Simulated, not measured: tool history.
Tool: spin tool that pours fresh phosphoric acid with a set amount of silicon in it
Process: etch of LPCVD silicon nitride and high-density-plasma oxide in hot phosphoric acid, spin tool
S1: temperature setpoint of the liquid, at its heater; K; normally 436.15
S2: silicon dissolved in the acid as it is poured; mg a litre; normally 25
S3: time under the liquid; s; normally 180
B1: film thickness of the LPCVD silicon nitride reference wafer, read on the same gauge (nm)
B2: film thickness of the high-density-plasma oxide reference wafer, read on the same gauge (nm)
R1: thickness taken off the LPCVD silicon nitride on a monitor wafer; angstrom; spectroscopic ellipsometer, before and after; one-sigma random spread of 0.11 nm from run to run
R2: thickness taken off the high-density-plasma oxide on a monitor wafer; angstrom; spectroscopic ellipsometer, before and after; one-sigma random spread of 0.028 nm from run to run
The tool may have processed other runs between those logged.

{"run": 1, "hour": 0.0, "S1": 436.15, "S2": 25, "S3": 180, "B1": 111.22, "B2": 111.205, "R1": 194.3, "R2": 4.1}
{"run": 2, "hour": 24.2, "S1": 436.15, "S2": 25, "S3": 180, "B1": 111.37, "B2": 111.385, "R1": 195.9, "R2": 3.96}
{"run": 3, "hour": 37.0, "S1": 436.15, "S2": 25, "S3": 180, "B1": 111.45, "B2": 111.483, "R1": 195.3, "R2": 3.64}
{"run": 4, "hour": 54.0, "S1": 436.15, "S2": 7.5, "S3": 100, "B1": 111.58, "B2": 111.583, "R1": 107.2, "R2": 3.42}
{"hour": 67.5, "done": "dissolved silicon flow meter replaced"}
{"run": 5, "hour": 75.4, "S1": 434.65, "S2": 8, "S3": 180, "B1": 111.74, "B2": 111.751, "R1": 186.8, "R2": 4.8}
{"run": 6, "hour": 96.1, "S1": 436.15, "S2": 25, "S3": 100, "B1": 111.9, "B2": 111.966, "R1": 108.8, "R2": 2.07}
{"run": 7, "hour": 131.0, "S1": 436.15, "S2": 25, "S3": 215, "B1": 112.22, "B2": 112.229, "R1": 236.2, "R2": 4.41}
{"run": 8, "hour": 144.3, "S1": 436.15, "S2": 25, "S3": 85, "B1": 112.34, "B2": 112.345, "R1": 93.1, "R2": 1.99}
{"hour": 154.6, "done": "heated supply line repaired"}
{"run": 9, "hour": 176.2, "S1": 436.15, "S2": 25, "S3": 180, "B1": 112.63, "B2": 112.639, "R1": 198.5, "R2": 3.31}
{"hour": 193.3, "done": "gauge calibrated"}
{"run": 10, "hour": 211.5, "S1": 436.15, "S2": 25, "S3": 225, "B1": 109.77, "B2": 109.719, "R1": 237.3, "R2": 4.27}
{"run": 11, "hour": 225.3, "S1": 436.15, "S2": 35, "S3": 180, "B1": 109.79, "B2": 109.78, "R1": 191.3, "R2": 2.58}
{"run": 12, "hour": 271.1, "S1": 436.15, "S2": 25, "S3": 180, "B1": 109.82, "B2": 109.782, "R1": 191.6, "R2": 3.84}
{"run": 13, "hour": 288.9, "S1": 436.15, "S2": 36, "S3": 145, "B1": 109.86, "B2": 109.872, "R1": 155.7, "R2": 2.21}
{"run": 14, "hour": 317.4, "S1": 434.65, "S2": 43.5, "S3": 95, "B1": 109.93, "B2": 109.909, "R1": 96.1, "R2": 0.76}
{"run": 15, "hour": 396.9, "S1": 436.15, "S2": 42, "S3": 275, "B1": 110.13, "B2": 110.132, "R1": 294.9, "R2": 2.54}
{"run": 16, "hour": 426.0, "S1": 436.15, "S2": 25, "S3": 180, "B1": 110.22, "B2": 110.206, "R1": 193.5, "R2": 3.9}
{"run": 17, "hour": 455.3, "S1": 437.65, "S2": 14.5, "S3": 180, "B1": 110.34, "B2": 110.372, "R1": 202.7, "R2": 5.6}
{"run": 18, "hour": 489.5, "S1": 434.15, "S2": 25, "S3": 140, "B1": 110.52, "B2": 110.567, "R1": 141.7, "R2": 2.27}
{"run": 19, "hour": 512.9, "S1": 436.15, "S2": 25, "S3": 180, "B1": 110.64, "B2": 110.581, "R1": 194.4, "R2": 3.74}

Run 20 comes next. What will it give?
{"run": 20, "hour": 536.6, "S1": 437.15, "S2": 16, "S3": 280, "B1": "?", "B2": "?", "R1": "?", "R2": "?"}

B1: 110.76
B2: 110.775
R1: 311.8 angstrom
R2: 8.05 angstrom
Take away the tool's hidden state, keep the run-to-run variation as it was, and the same run would have given R1 309.7 angstrom, R2 8 angstrom.
